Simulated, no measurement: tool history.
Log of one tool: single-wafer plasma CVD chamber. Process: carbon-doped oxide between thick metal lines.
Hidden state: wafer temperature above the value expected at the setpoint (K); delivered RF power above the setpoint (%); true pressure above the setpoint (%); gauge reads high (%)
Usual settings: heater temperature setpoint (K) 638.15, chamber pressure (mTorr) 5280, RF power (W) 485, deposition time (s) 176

run   hour  heater temperature setpoint (K)  chamber pressure (mTorr)  RF power (W)  deposition time (s)  wafers since the last listed run  hours since the last thermocouple change  hours since the last RF generator calibration  hours since the last manometer calibration  hours since the showerhead was replaced  hours since the gauge calibration  read-back reference wafer on the same gauge, thickness_nm  mean film thickness on the monitor wafer (nm)
  1    0.0                           646.15                      5280           540                  176                                 0                                     888.7                                         2149.3                                      1573.4                                   5525.2                              384.2                                                    974.638                                        971.194
  2   11.5                           646.15                      5280           540                  176                               117                                     900.2                                         2160.8                                      1584.9                                   5536.7                              395.7                                                    972.220                                        970.085
  3   18.6                           646.15                      5280           540                  176                                72                                     907.3                                         2167.9                                      1592.0                                   5543.8                              402.8                                                    973.408                                        967.557
  4   30.1                           638.15                      5280           485                  176                               117                                     918.8                                         2179.4                                      1603.5                                   5555.3                              414.3                                                    972.527                                        905.243
  5   45.7                           638.15                      5280           525                  176                               159                                     934.4                                         2195.0                                      1619.1                                   5570.9                              429.9                                                    972.052                                        964.171
  6   53.9                           638.15                      5280           525                  176                                83                                     942.6                                         2203.2                                      1627.3                                   5579.1                              438.1                                                    973.427                                        969.379
  7   66.7                           638.15                      5280           525                  176                               130                                     955.4                                         2216.0                                      1640.1                                   5591.9                              450.9                                                    973.725                                        960.489
  8   75.1                           638.15                      5280           485                  176                                85                                     963.8                                         2224.4                                      1648.5                                   5600.3                              459.3                                                    973.434                                        899.382
  9   83.6                           638.15                      5280           545                  193                                86                                     972.3                                         2232.9                                      1657.0                                   5608.8                              467.8                                                    972.769                                       1084.866
 10   97.1                           638.15                      5280           545                  193                               137                                     985.8                                         2246.4                                      1670.5                                   5622.3                              481.3                                                    973.688                                       1082.822
 11  150.7                           638.15                      5280           485                  152                               547                                    1039.4                                         2300.0                                      1724.1                                   5675.9                              534.9                                                    973.938                                        782.432
 12  165.7                           638.15                      5280           485                  156                               153                                    1054.4                                         2315.0                                      1739.1                                   5690.9                              549.9                                                    972.425                                        799.732
 13  173.4                           638.15                      5280           485                  156                                78                                    1062.1                                         2322.7                                      1746.8                                   5698.6                              557.6                                                    973.047                                        795.244
 14  182.5                           638.15                      6420           485                  176                                92                                    1071.2                                         2331.8                                      1755.9                                   5707.7                              566.7                                                    973.207                                        931.542
     186.7  -- gauge calibrated
 15  193.0                           644.15                      6070           570                  165                               107                                    1081.7                                         2342.3                                      1766.4                                   5718.2                                6.3                                                    973.120                                        971.774
 16  200.5                           646.15                      5280           485                  187                                76                                    1089.2                                         2349.8                                      1773.9                                   5725.7                               13.8                                                    971.718                                        938.128
 17  208.2                           638.15                      5280           465                  176                                78                                    1096.9                                         2357.5                                      1781.6                                   5733.4                               21.5                                                    972.892                                        867.997
     228.7  -- thermocouple changed; heater temperature recalibrated
 18  229.2                           638.15                      5280           485                  176                               132                                       0.5                                         2378.5                                      1802.6                                   5754.4                               42.5                                                    974.279                                        900.407
 19  236.7                           638.15                      6040           525                  176                                76                                       8.0                                         2386.0                                      1810.1                                   5761.9                               50.0                                                    972.807                                        984.342
 20  254.6                           627.15                      5280           485                  155                               182                                      25.9                                         2403.9                                      1828.0                                   5779.8                               67.9                                                    973.227                                        819.296
     266.4  -- showerhead replaced
 21  269.2                           638.15                      5280           485                  176                                67                                      40.5                                         2418.5                                      1842.6                                      2.8                               82.5                                                    974.558                                        899.338
 22  283.0                           642.15                      5280           485                  176                               140                                      54.3                                         2432.3                                      1856.4                                     16.6                               96.3                                                    971.980                                        891.082
     297.9  -- capacitance manometer re-zeroed and calibrated
 23  298.8                           638.15                      5280           485                  176                                79                                      70.1                                         2448.1                                         0.9                                     32.4                              112.1                                                    973.483                                        901.628
     307.0  -- RF generator calibrated
 24  311.0                           647.15                      4080           485                  198                                42                                      82.3                                            4.0                                        13.1                                     44.6                              124.3                                                    971.984                                        976.797
 25  328.3                           638.15                      4430           485                  208                               176                                      99.6                                           21.3                                        30.4                                     61.9                              141.6                                                    973.191                                       1069.312
 26  338.9                           638.15                      6130           550                  189                               108                                     110.2                                           31.9                                        41.0                                     72.5                              152.2                                                    972.572                                       1154.027
 27  377.0                           638.15                      5280           485                  141                               389                                     148.3                                           70.0                                        79.1                                    110.6                              190.3                                                    973.043                                        756.899
 28  383.6                           638.15                      4630           535                  176                                67                                     154.9                                           76.6                                        85.7                                    117.2                              196.9                                                    973.317                                        985.595
 29  397.8                           642.15                      6210           400                  145                               145                                     169.1                                           90.8                                        99.9                                    131.4                              211.1                                                    972.614                                        668.195

Forecast each of these 3 alternatives for the next run:
  A  398.2                           638.15                      5280           485                  176                                 4                                     169.5                                           91.2                                       100.3                                    131.8                              211.5                                                          ?                                              ?
  B  398.2                           638.15                      5280           485                  143                                 4                                     169.5                                           91.2                                       100.3                                    131.8                              211.5                                                          ?                                              ?
  C  398.2                           649.15                      5800           555                  147                                 4                                     169.5                                           91.2                                       100.3                                    131.8                              211.5                                                          ?                                              ?

run  read-back reference wafer on the same gauge, thickness_nm  mean film thickness on the monitor wafer (nm)
  A                                                    972.347                                        946.398
  B                                                    972.347                                        769.492
  C                                                    972.347                                        870.356
Without the tool's hidden state the same runs would have given:
run  mean film thickness on the monitor wafer (nm)
  A                                        957.048
  B                                        778.152
  C                                        879.641
